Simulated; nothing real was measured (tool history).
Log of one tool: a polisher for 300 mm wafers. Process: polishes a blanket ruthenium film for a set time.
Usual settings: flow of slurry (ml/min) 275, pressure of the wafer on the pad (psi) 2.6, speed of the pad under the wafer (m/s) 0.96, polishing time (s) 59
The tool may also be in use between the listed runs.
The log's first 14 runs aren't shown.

run,hour,flow of slurry (ml/min),pressure of the wafer on the pad (psi),speed of the pad under the wafer (m/s),polishing time (s),wafers since the last listed run,wafers polished on this pad,hours since the slurry nozzle was cleaned,hours since the head pressure was calibrated,"incoming thickness of the incoming film, nm",film removed (angstrom)
15,340.9,275,2.6,0.96,59,200,565,62.9,312.4,240.3,713
16,372.4,275,2.6,0.96,59,298,864,94.4,343.9,238.6,708
17,393.6,275,2.6,0.96,74,200,1064,115.6,365.1,242.3,884
18,410.4,275,2.6,1.14,59,159,1224,132.4,381.9,243.5,848
19,424.7,275,2.6,0.96,59,135,1359,146.7,396.2,242.4,701
20,453.9,185,2.6,0.96,59,276,1636,175.9,425.4,237.7,660
# hour 473.6: worn pad replaced by a new one
# hour 474.8: head pressure recalibrated
21,487.2,275,2.6,0.96,59,266,117,209.2,12.4,240.6,725
22,500.7,225,2.2,0.96,40,127,245,222.7,25.9,244.3,401
23,520.5,185,3.5,1.18,59,187,433,242.5,45.7,243.4,1133
24,600.7,225,2.6,0.96,59,760,1193,322.7,125.9,240.1,689
# hour 630.6: worn pad replaced by a new one
25,635.2,350,2.2,0.96,59,289,43,357.2,160.4,239.5,621
26,655.9,230,2.1,0.96,59,196,239,377.9,181.1,239.3,570
27,680.1,275,2.6,0.96,59,229,468,402.1,205.3,239.6,715
28,692.2,275,2.6,0.96,65,114,583,414.2,217.4,235.5,793
29,721.2,275,2.6,0.96,59,274,858,443.2,246.4,236.3,720
30,757,275,2.6,0.96,44,339,1197,479,282.2,241.6,525
31,784.1,240,3.5,0.96,59,256,1454,506.1,309.3,241.6,927
# hour 818.6: worn pad replaced by a new one
32,819.1,275,2.6,0.96,59,293,4,541.1,344.3,244.2,719
33,845.7,275,2.6,0.96,68,252,256,567.7,370.9,242.3,835
34,867.7,275,2.6,0.96,59,208,464,589.7,392.9,240.2,729

Forecast each of these 3 alternatives for the next run:
A,868.1,275,2.6,0.96,59,3,468,590.1,393.3,244,?
B,868.1,325,2.6,0.96,59,3,468,590.1,393.3,244,?
C,868.1,275,2.6,0.88,71,3,468,590.1,393.3,244,?

run,film removed (angstrom)
A,725
B,737
C,800
Without the tool's hidden state the same runs would have given:
run,film removed (angstrom)
A,727
B,739
C,802
